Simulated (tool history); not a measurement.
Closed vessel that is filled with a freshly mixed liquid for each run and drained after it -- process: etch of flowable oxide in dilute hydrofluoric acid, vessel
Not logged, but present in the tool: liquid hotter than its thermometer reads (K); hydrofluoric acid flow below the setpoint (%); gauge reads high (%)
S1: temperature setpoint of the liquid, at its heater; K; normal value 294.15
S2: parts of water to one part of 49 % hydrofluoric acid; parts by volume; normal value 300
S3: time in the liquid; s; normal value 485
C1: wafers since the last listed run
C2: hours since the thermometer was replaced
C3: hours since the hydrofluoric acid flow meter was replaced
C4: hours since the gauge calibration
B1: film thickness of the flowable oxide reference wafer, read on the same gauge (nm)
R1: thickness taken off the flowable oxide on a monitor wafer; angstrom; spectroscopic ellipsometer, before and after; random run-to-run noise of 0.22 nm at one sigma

{"run": 1, "hour": 0.0, "S1": 294.15, "S2": 300, "S3": 485, "C1": 0, "C2": 1800.7, "C3": 510.9, "C4": 74.1, "B1": 69.99, "R1": 506}
{"run": 2, "hour": 12.5, "S1": 294.15, "S2": 300, "S3": 485, "C1": 1095, "C2": 1813.2, "C3": 523.4, "C4": 86.6, "B1": 70.04, "R1": 501.4}
{"run": 3, "hour": 26.0, "S1": 294.15, "S2": 300, "S3": 485, "C1": 1183, "C2": 1826.7, "C3": 536.9, "C4": 100.1, "B1": 69.99, "R1": 499.1}
{"run": 4, "hour": 41.9, "S1": 294.15, "S2": 300, "S3": 485, "C1": 1393, "C2": 1842.6, "C3": 552.8, "C4": 116, "B1": 69.98, "R1": 499.2}
{"run": 5, "hour": 54.6, "S1": 290.65, "S2": 300, "S3": 360, "C1": 1112, "C2": 1855.3, "C3": 565.5, "C4": 128.7, "B1": 70.03, "R1": 322.8}
{"run": 6, "hour": 70.3, "S1": 294.15, "S2": 300, "S3": 485, "C1": 1375, "C2": 1871, "C3": 581.2, "C4": 144.4, "B1": 70, "R1": 495.7}
{"hour": 82.5, "done": "hydrofluoric acid flow meter replaced"}
{"hour": 83.0, "done": "thermometer replaced"}
{"run": 7, "hour": 87.0, "S1": 294.15, "S2": 300, "S3": 485, "C1": 1326, "C2": 4, "C3": 4.5, "C4": 161.1, "B1": 70.01, "R1": 550.3}
{"run": 8, "hour": 102.3, "S1": 294.15, "S2": 300, "S3": 485, "C1": 1340, "C2": 19.3, "C3": 19.8, "C4": 176.4, "B1": 69.99, "R1": 553.1}
{"run": 9, "hour": 117.9, "S1": 292.65, "S2": 300, "S3": 590, "C1": 1367, "C2": 34.9, "C3": 35.4, "C4": 192, "B1": 70.04, "R1": 628.9}
{"hour": 130.4, "done": "gauge calibrated"}
{"run": 10, "hour": 131.6, "S1": 290.65, "S2": 370, "S3": 235, "C1": 1200, "C2": 48.6, "C3": 49.1, "C4": 1.2, "B1": 70.03, "R1": 178.7}
{"run": 11, "hour": 146.9, "S1": 295.65, "S2": 260, "S3": 710, "C1": 1340, "C2": 63.9, "C3": 64.4, "C4": 16.5, "B1": 69.98, "R1": 1005.2}
{"run": 12, "hour": 163.3, "S1": 294.15, "S2": 300, "S3": 485, "C1": 1437, "C2": 80.3, "C3": 80.8, "C4": 32.9, "B1": 69.96, "R1": 539.6}
{"run": 13, "hour": 169.8, "S1": 294.15, "S2": 300, "S3": 485, "C1": 569, "C2": 86.8, "C3": 87.3, "C4": 39.4, "B1": 69.98, "R1": 543.9}
{"run": 14, "hour": 181.6, "S1": 298.65, "S2": 405, "S3": 765, "C1": 1034, "C2": 98.6, "C3": 99.1, "C4": 51.2, "B1": 70, "R1": 672.2}
{"run": 15, "hour": 198.9, "S1": 294.15, "S2": 300, "S3": 485, "C1": 1516, "C2": 115.9, "C3": 116.4, "C4": 68.5, "B1": 70.05, "R1": 538.5}
{"run": 16, "hour": 211.4, "S1": 298.65, "S2": 230, "S3": 560, "C1": 1095, "C2": 128.4, "C3": 128.9, "C4": 81, "B1": 70, "R1": 1018.3}
{"run": 17, "hour": 217.5, "S1": 294.15, "S2": 420, "S3": 300, "C1": 534, "C2": 134.5, "C3": 135, "C4": 87.1, "B1": 70.05, "R1": 213.7}
{"run": 18, "hour": 223.5, "S1": 296.15, "S2": 300, "S3": 485, "C1": 525, "C2": 140.5, "C3": 141, "C4": 93.1, "B1": 69.99, "R1": 580.1}

Consider 3 possible next runs. They are alternatives, not a sequence: every one starts from the tool as it was left by run 18. What does each give?
{"run": "A", "hour": 224.3, "S1": 291.65, "S2": 300, "S3": 485, "C1": 70, "C2": 141.3, "C3": 141.8, "C4": 93.9, "B1": "?", "R1": "?"}
{"run": "B", "hour": 224.3, "S1": 291.15, "S2": 360, "S3": 230, "C1": 70, "C2": 141.3, "C3": 141.8, "C4": 93.9, "B1": "?", "R1": "?"}
{"run": "C", "hour": 224.3, "S1": 292.65, "S2": 405, "S3": 485, "C1": 70, "C2": 141.3, "C3": 141.8, "C4": 93.9, "B1": "?", "R1": "?"}

run=A B1=70 R1=490.5
run=B B1=70 R1=180.9
run=C B1=70 R1=344.5
Take away the tool's hidden state, keep each run's random variation, and the runs would have read:
run=A R1=502.5
run=B R1=185.4
run=C R1=353.4
